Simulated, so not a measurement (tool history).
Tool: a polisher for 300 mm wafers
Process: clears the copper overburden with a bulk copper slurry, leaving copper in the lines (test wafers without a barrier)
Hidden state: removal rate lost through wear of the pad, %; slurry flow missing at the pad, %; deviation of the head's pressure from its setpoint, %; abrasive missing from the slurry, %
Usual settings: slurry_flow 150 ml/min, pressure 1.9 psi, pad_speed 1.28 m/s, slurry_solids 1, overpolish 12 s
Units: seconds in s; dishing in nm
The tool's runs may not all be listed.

run,hour,slurry_flow,pressure,pad_speed,slurry_solids,overpolish,wafers since the last listed run,wafers polished on this pad,hours since the slurry nozzle was cleaned,hours since the head pressure was calibrated,hours since the slurry blender was calibrated,"incoming thickness of the incoming film, nm",seconds,dishing
1,0,150,1.9,1.28,1,12,0,1196,472.9,234.3,92.2,600.1,88.2,43.7
# hour 46.5: head pressure recalibrated
2,97,150,1.9,1.28,1,12,964,2161,569.9,50.5,189.2,602.1,94.2,42
# hour 130.2: slurry nozzle cleaned
3,184.3,150,1.9,1.28,1,12,876,3037,54.1,137.8,276.5,598.2,102.1,41.2
# hour 199: worn pad replaced by a new one
4,284.1,150,1.9,1.28,1,12,972,864,153.9,237.6,376.3,595.6,87.4,43.2
# hour 312.9: slurry blender recalibrated
# hour 350.6: head pressure recalibrated
5,357.7,150,1.9,1.28,1,12,706,1571,227.5,7.1,44.8,604.6,90.5,43.2
6,399.2,150,1.9,1.28,1,10,421,1992,269,48.6,86.3,601,92,37.7
# hour 481.1: worn pad replaced by a new one
7,487.1,150,1.9,1.28,1,10,851,60,356.9,136.5,174.2,605.7,86.8,38.6
8,587.5,135,1.9,1.28,1,12,1019,1080,457.3,236.9,274.6,586.6,88.4,43.4
# hour 645: slurry nozzle cleaned
# hour 669.8: slurry blender recalibrated
9,670.3,135,1.9,1.28,1,12,810,1890,25.3,319.7,0.5,604.5,95.9,41.2
# hour 686.3: head pressure recalibrated
# hour 759.2: worn pad replaced by a new one
10,759.7,170,1.9,1.28,1,10,846,5,114.7,73.4,89.9,603.1,87.9,38.8
11,837.4,190,2.5,1.1,1,12,788,794,192.4,151.1,167.6,596.1,78.8,47.8
12,920,150,1.9,1.28,1,12,838,1632,275,233.7,250.2,597.3,92.3,43.1
13,956.5,115,1.9,1.14,0.8,16,370,2003,311.5,270.2,286.7,598.8,113.7,43.7
14,995.4,150,1.9,1.4,0.85,12,394,2398,350.4,309.1,325.6,600.1,93.2,42.3
# hour 998.7: head pressure recalibrated
# hour 1077.9: worn pad replaced by a new one
# hour 1081.5: slurry blender recalibrated
15,1102.2,135,2.5,1.28,1,12,1003,226,457.2,103.5,20.7,597,67.8,51.8
16,1205.8,195,1.3,1.28,0.85,12,1051,1277,560.8,207.1,124.3,595.8,128.4,32.5
# hour 1237: slurry nozzle cleaned
# hour 1269.4: head pressure recalibrated
17,1274.9,150,1.9,1.28,1,12,671,1949,37.9,5.5,193.4,604.5,96.7,40.8
# hour 1339.1: worn pad replaced by a new one
18,1343.1,130,2.6,1.28,1,15,651,41,106.1,73.7,261.6,596,65.3,60.9
19,1390.9,150,2.4,1.28,1,10,485,526,153.9,121.5,309.4,608.5,71,46.8

Forecast each of these 3 alternatives for the next run:
A,1391.3,150,1.6,1.28,1,12,4,530,154.3,121.9,309.8,602,?,?
B,1391.3,165,1.9,1.46,0.85,14,4,530,154.3,121.9,309.8,602,?,?
C,1391.3,115,1.9,1.28,1,12,4,530,154.3,121.9,309.8,602,?,?

run,seconds,dishing
A,107.5,38.7
B,82.3,51
C,95.4,42.4
Without the tool's hidden state the same runs would have given:
run,seconds,dishing
A,106.9,38.8
B,81.8,51.1
C,94.9,42.6
